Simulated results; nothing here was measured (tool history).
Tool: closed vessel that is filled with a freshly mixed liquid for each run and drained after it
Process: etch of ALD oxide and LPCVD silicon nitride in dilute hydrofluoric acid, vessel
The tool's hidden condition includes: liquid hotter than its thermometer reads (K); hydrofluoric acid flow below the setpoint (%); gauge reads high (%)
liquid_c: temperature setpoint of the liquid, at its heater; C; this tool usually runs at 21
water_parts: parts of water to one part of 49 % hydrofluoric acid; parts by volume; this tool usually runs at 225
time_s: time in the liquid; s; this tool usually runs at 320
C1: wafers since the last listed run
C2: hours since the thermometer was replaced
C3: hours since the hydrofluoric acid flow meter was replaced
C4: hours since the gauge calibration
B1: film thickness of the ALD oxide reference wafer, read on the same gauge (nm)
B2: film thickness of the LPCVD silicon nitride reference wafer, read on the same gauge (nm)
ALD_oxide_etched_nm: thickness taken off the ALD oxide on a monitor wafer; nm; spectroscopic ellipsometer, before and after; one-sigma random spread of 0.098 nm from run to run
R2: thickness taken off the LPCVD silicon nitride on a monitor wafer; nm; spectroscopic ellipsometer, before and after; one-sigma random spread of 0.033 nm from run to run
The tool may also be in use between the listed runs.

Run 1, hour 0: usual settings but liquid_c 25 C; C1 0; C2 1696.2; C3 1269.9; C4 104.4; B1 70.01; B2 99.996. Result: ALD_oxide_etched_nm 21.9 nm, R2 0.62 nm.
Run 2, hour 6.1: usual settings; C1 666; C2 1702.3; C3 1276; C4 110.5; B1 69.96; B2 100.004. Result: ALD_oxide_etched_nm 19.1 nm, R2 0.47 nm.
Run 3, hour 22.3: usual settings; C1 1770; C2 1718.5; C3 1292.2; C4 126.7; B1 70; B2 100.023. Result: ALD_oxide_etched_nm 19.13 nm, R2 0.501 nm.
Run 4, hour 35.5: usual settings; C1 1442; C2 1731.7; C3 1305.4; C4 139.9; B1 69.97; B2 99.992. Result: ALD_oxide_etched_nm 18.81 nm, R2 0.523 nm.
Run 5, hour 70.5: usual settings; C1 3824; C2 1766.7; C3 1340.4; C4 174.9; B1 70.02; B2 99.972. Result: ALD_oxide_etched_nm 18.89 nm, R2 0.542 nm.
Run 6, hour 96.9: usual settings; C1 2884; C2 1793.1; C3 1366.8; C4 201.3; B1 69.99; B2 100.01. Result: ALD_oxide_etched_nm 18.82 nm, R2 0.498 nm.
Run 7, hour 105.5: usual settings; C1 939; C2 1801.7; C3 1375.4; C4 209.9; B1 70.04; B2 99.983. Result: ALD_oxide_etched_nm 18.73 nm, R2 0.497 nm.
Run 8, hour 112: usual settings; C1 710; C2 1808.2; C3 1381.9; C4 216.4; B1 70.01; B2 99.986. Result: ALD_oxide_etched_nm 18.87 nm, R2 0.546 nm.
At hour 123.6: gauge calibrated.
Run 9, hour 124: usual settings; C1 1311; C2 1820.2; C3 1393.9; C4 0.4; B1 70.03; B2 99.998. Result: ALD_oxide_etched_nm 18.8 nm, R2 0.569 nm.
At hour 125.8: hydrofluoric acid flow meter replaced.
Run 10, hour 141.1: usual settings; C1 1759; C2 1837.3; C3 15.3; C4 17.5; B1 70.06; B2 100.016. Result: ALD_oxide_etched_nm 21.56 nm, R2 0.634 nm.
Run 11, hour 151.7: usual settings; C1 1158; C2 1847.9; C3 25.9; C4 28.1; B1 70.01; B2 99.989. Result: ALD_oxide_etched_nm 21.57 nm, R2 0.595 nm.
At hour 165.1: thermometer replaced.
Run 12, hour 165.6: usual settings but liquid_c 19 C, water_parts 165 parts by volume, time_s 235 s; C1 1409; C2 0.5; C3 39.8; C4 42; B1 70.02; B2 100. Result: ALD_oxide_etched_nm 21.17 nm, R2 0.511 nm.
Run 13, hour 176.5: usual settings but time_s 195 s; C1 1191; C2 11.4; C3 50.7; C4 52.9; B1 70.03; B2 99.977. Result: ALD_oxide_etched_nm 13.15 nm, R2 0.371 nm.
Run 14, hour 193.9: usual settings but liquid_c 18 C, water_parts 190 parts by volume, time_s 405 s; C1 1901; C2 28.8; C3 68.1; C4 70.3; B1 69.99; B2 100.001. Result: ALD_oxide_etched_nm 29.61 nm, R2 0.695 nm.
Run 15, hour 202.1: usual settings but liquid_c 18.5 C, time_s 240 s; C1 896; C2 37; C3 76.3; C4 78.5; B1 70.06; B2 100.012. Result: ALD_oxide_etched_nm 14.71 nm, R2 0.391 nm.
Run 16, hour 211.4: usual settings but liquid_c 24 C; C1 1016; C2 46.3; C3 85.6; C4 87.8; B1 70.02; B2 99.997. Result: ALD_oxide_etched_nm 24.05 nm, R2 0.724 nm.
Run 17, hour 227.6: usual settings but water_parts 160 parts by volume; C1 1770; C2 62.5; C3 101.8; C4 104; B1 69.98; B2 99.99. Result: ALD_oxide_etched_nm 32.35 nm, R2 0.891 nm.

Take each entry between the runs: how does the hidden state at the last listed run before it differ from the hidden state at the first listed run after it?
Logged between run 8 and run 9: gauge calibrated (hour 123.6)
  hydrofluoric acid flow below the setpoint (%): 10.9 -> 11
  difference, measured minus the result without the unlogged condition, ALD_oxide_etched_nm: -2.89 -> -2.9 nm; R2: -0.065 -> -0.068 nm
Logged between run 9 and run 10: hydrofluoric acid flow meter replaced (hour 125.8)
  hydrofluoric acid flow below the setpoint (%): 11 -> 0.154
  difference, measured minus the result without the unlogged condition, ALD_oxide_etched_nm: -2.9 -> -0.04 nm; R2: -0.068 -> -0.001 nm
Logged between run 11 and run 12: thermometer replaced (hour 165.1)
  hydrofluoric acid flow below the setpoint (%): 0.234 -> 0.34
  difference, measured minus the result without the unlogged condition, ALD_oxide_etched_nm: -0.06 -> -0.08 nm; R2: -0.002 -> -0.002 nm

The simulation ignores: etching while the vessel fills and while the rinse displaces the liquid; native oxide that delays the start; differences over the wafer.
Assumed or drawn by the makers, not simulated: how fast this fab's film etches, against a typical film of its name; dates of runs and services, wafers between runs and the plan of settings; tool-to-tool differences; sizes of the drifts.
